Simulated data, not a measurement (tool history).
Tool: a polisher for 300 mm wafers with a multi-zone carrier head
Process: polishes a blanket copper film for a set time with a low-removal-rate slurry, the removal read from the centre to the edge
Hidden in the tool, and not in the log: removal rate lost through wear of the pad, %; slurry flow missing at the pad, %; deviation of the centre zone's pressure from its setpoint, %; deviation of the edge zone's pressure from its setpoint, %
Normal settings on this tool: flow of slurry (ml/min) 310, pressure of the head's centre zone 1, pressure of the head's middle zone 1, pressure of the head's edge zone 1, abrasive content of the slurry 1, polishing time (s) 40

run   hour  flow of slurry (ml/min)  pressure of the head's centre zone  pressure of the head's middle zone  pressure of the head's edge zone  abrasive content of the slurry  polishing time (s)  wafers since the last listed run  wafers polished on this pad  hours since the slurry nozzle was cleaned  hours since the centre zone pressure was calibrated  hours since the edge zone pressure was calibrated  hours since the carrier head's membrane was replaced  incoming thickness of the incoming film, nm  film removed at the wafer's centre (Å)  film removed at mid-radius (Å)  film removed at the wafer's edge (Å)
  1      0                      310                                   1                                   1                                 1                            0.95                  40                                 0                         2046                                      231.1                                                761.8                                              406.9                                                 396.5                                          794                                     915                             923                                   931
      37.3  -- worn pad replaced by a new one
  2   60.6                      310                                   1                                   1                                 1                            0.95                  40                               685                          282                                      291.7                                                822.4                                              467.5                                                 457.1                                        788.9                                     988                             978                                  1011
  3  106.1                      310                                   1                                   1                                 1                               1                  40                               551                          833                                      337.2                                                867.9                                                513                                                 502.6                                        793.2                                     936                             944                                   959
     109.4  -- slurry nozzle cleaned
     137.8  -- edge zone pressure recalibrated
     206.9  -- worn pad replaced by a new one
  4    211                      310                                   1                                   1                                 1                               1                  40                              1186                           49                                      101.6                                                972.8                                               73.2                                                 607.5                                        790.8                                    1036                            1024                                  1047
  5  277.8                      310                                   1                                   1                                 1                               1                  40                               809                          858                                      168.4                                               1039.6                                                140                                                 674.3                                        781.8                                     976                             960                                   967
  6  329.2                      285                                   1                                   1                                 1                               1                  40                               622                         1481                                      219.8                                                 1091                                              191.4                                                 725.7                                        802.3                                     926                             926                                   938
  7  370.8                      310                                   1                                   1                              0.96                            1.15                  40                               504                         1985                                      261.4                                               1132.6                                                233                                                 767.3                                          786                                     958                             946                                   941
     409.7  -- worn pad replaced by a new one
     418.2  -- slurry nozzle cleaned
       442  -- centre zone pressure recalibrated
  8  477.2                      220                                   1                                   1                                 1                               1                  30                              1204                          781                                         59                                                 35.2                                              339.4                                                 873.7                                        784.8                                     698                             688                                   712

Run 9 is up next; what results do you expect?
  9  568.8                      310                                   1                                   1                                 1                               1                  50                              1109                         1891                                      150.6                                                126.8                                                431                                                 965.3                                        783.4                                       ?                               ?                                     ?

Logged for run 9: film removed at the wafer's centre (Å) 1169, film removed at mid-radius (Å) 1175, film removed at the wafer's edge (Å) 1206.
Were there no unlogged condition in the tool, this run, its random variation unchanged, would have produced film removed at the wafer's centre (Å) 1314, film removed at mid-radius (Å) 1321, film removed at the wafer's edge (Å) 1354.
